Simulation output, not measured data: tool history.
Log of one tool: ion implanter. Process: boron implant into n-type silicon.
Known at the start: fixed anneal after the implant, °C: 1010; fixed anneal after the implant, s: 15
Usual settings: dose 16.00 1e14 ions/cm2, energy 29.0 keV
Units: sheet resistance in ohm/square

run   hour   dose  energy  wafers since the last listed run  hours since the last dose calibration  hours since the extraction supply was calibrated  hours since the gauge calibration  read-back reference wafer on the same gauge, sheet resistance  sheet resistance
  1    0.0  16.00    29.0                                 0                                  581.3                                            3345.5                               90.0                                                          81.55             86.61
  2    6.0  16.00    29.0                               198                                  587.3                                            3351.5                               96.0                                                          81.71             87.22
  3   21.9  16.00    29.0                               526                                  603.2                                            3367.4                              111.9                                                          81.63             87.49
  4   29.5  16.00    29.0                               251                                  610.8                                            3375.0                              119.5                                                          81.56             86.99
  5   36.1  16.00    29.0                               218                                  617.4                                            3381.6                              126.1                                                          81.59             87.12
  6   68.0  16.00    29.0                              1055                                  649.3                                            3413.5                              158.0                                                          81.56             87.47
      76.1  -- extraction supply calibrated
  7   76.6  13.13    29.0                                19                                  657.9                                               0.5                              166.6                                                          81.53            101.12
  8   90.9  13.13    29.0                               473                                  672.2                                              14.8                              180.9                                                          81.56            100.88
  9  107.4  12.96    24.0                               545                                  688.7                                              31.3                              197.4                                                          81.63            103.93
 10  121.8  16.00    29.0                               476                                  703.1                                              45.7                              211.8                                                          81.65             88.28
     135.2  -- Faraday cup replaced and dose calibrated
 11  135.7  20.49    32.5                               195                                    0.5                                              59.6                              225.7                                                          81.63             71.89
 12  143.6  20.11    39.0                               261                                    8.4                                              67.5                              233.6                                                          81.63             71.12
     152.9  -- gauge calibrated
 13  161.2  19.68    20.5                               582                                   26.0                                              85.1                                8.3                                                          81.64             81.39
 14  204.6  13.22    29.0                              1436                                   69.4                                             128.5                               51.7                                                          81.57            100.91
 15  221.9  16.00    29.0                               572                                   86.7                                             145.8                               69.0                                                          81.57             87.54
 16  239.3  14.74    34.0                               575                                  104.1                                             163.2                               86.4                                                          81.60             91.65

How the hidden state differs across the entries between the runs, from the last listed run before each to the first after it:
Between runs 6 and 7: extraction supply calibrated (hour 76.1)
  no hidden state differs between the two runs
Between runs 10 and 11: Faraday cup replaced and dose calibrated (hour 135.2)
  no hidden state differs between the two runs
Between runs 12 and 13: gauge calibrated (hour 152.9)
  no hidden state differs between the two runs

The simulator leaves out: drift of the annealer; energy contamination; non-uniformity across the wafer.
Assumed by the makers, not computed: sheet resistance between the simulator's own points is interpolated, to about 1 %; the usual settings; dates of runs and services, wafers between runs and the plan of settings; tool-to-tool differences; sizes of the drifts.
